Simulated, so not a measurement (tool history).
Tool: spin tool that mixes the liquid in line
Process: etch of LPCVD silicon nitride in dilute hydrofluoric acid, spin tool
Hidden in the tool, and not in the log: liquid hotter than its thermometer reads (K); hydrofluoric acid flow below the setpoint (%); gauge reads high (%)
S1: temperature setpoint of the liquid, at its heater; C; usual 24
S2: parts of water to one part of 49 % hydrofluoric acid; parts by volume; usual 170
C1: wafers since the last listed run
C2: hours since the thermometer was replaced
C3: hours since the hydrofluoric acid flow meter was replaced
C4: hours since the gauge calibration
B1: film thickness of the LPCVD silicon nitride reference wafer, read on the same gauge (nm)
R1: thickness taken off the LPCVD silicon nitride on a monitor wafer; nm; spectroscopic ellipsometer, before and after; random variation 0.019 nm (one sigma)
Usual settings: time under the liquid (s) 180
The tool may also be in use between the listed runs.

Run 1, hour 0: usual settings; C1 0; C2 10.8; C3 1005.5; C4 1967.4; B1 39.995. Result: R1 0.55 nm.
Run 2, hour 38.9: usual settings; C1 303; C2 49.7; C3 1044.4; C4 2006.3; B1 39.982. Result: R1 0.565 nm.
Run 3, hour 108.4: usual settings; C1 542; C2 119.2; C3 1113.9; C4 2075.8; B1 39.99. Result: R1 0.584 nm.
Run 4, hour 182: usual settings but S2 200 parts by volume; C1 574; C2 192.8; C3 1187.5; C4 2149.4; B1 39.969. Result: R1 0.487 nm.
Run 5, hour 284.2: usual settings; C1 797; C2 295; C3 1289.7; C4 2251.6; B1 39.985. Result: R1 0.542 nm.
Run 6, hour 355: usual settings; C1 552; C2 365.8; C3 1360.5; C4 2322.4; B1 39.996. Result: R1 0.57 nm.
Run 7, hour 448.5: usual settings; C1 729; C2 459.3; C3 1454; C4 2415.9; B1 39.991. Result: R1 0.582 nm.
Run 8, hour 503.7: usual settings; C1 430; C2 514.5; C3 1509.2; C4 2471.1; B1 40.013. Result: R1 0.619 nm.
Run 9, hour 600.2: usual settings; C1 753; C2 611; C3 1605.7; C4 2567.6; B1 40.007. Result: R1 0.579 nm.
Run 10, hour 764.9: usual settings but time under the liquid (s) 125; C1 1285; C2 775.7; C3 1770.4; C4 2732.3; B1 40.043. Result: R1 0.416 nm.
Run 11, hour 861.6: usual settings but S2 135 parts by volume; C1 754; C2 872.4; C3 1867.1; C4 2829; B1 39.972. Result: R1 0.763 nm.
At hour 908.9: thermometer replaced.
At hour 942.1: hydrofluoric acid flow meter replaced.
Run 12, hour 965.9: usual settings; C1 798; C2 57; C3 23.8; C4 2933.3; B1 40. Result: R1 0.613 nm.
Run 13, hour 1020: usual settings; C1 422; C2 111.1; C3 77.9; C4 2987.4; B1 39.975. Result: R1 0.682 nm.
Run 14, hour 1082.4: usual settings; C1 487; C2 173.5; C3 140.3; C4 3049.8; B1 40.056. Result: R1 0.6 nm.
Run 15, hour 1151: usual settings; C1 535; C2 242.1; C3 208.9; C4 3118.4; B1 40.007. Result: R1 0.669 nm.
Run 16, hour 1220.1: usual settings but time under the liquid (s) 85; C1 539; C2 311.2; C3 278; C4 3187.5; B1 39.987. Result: R1 0.309 nm.
Run 17, hour 1302.4: usual settings but S1 21.5 C, S2 85 parts by volume, time under the liquid (s) 260; C1 642; C2 393.5; C3 360.3; C4 3269.8; B1 39.974. Result: R1 1.547 nm.
Run 18, hour 1384.8: usual settings but time under the liquid (s) 125; C1 643; C2 475.9; C3 442.7; C4 3352.2; B1 40.027. Result: R1 0.473 nm.
Run 19, hour 1428.2: usual settings; C1 338; C2 519.3; C3 486.1; C4 3395.6; B1 39.999. Result: R1 0.645 nm.
At hour 1435.5: gauge calibrated.
Run 20, hour 1489.6: usual settings but S2 225 parts by volume, time under the liquid (s) 220; C1 479; C2 580.7; C3 547.5; C4 54.1; B1 40.012. Result: R1 0.595 nm.

The next listed run, before its measurement:
Run 21, hour 1577.3: usual settings but S2 90 parts by volume; C1 684; C2 668.4; C3 635.2; C4 141.8; B1 ?. Result: R1 ?.

B1: 40.019
R1: 1.214 nm
Without the tool's hidden state the same run would have given R1 0.986 nm.
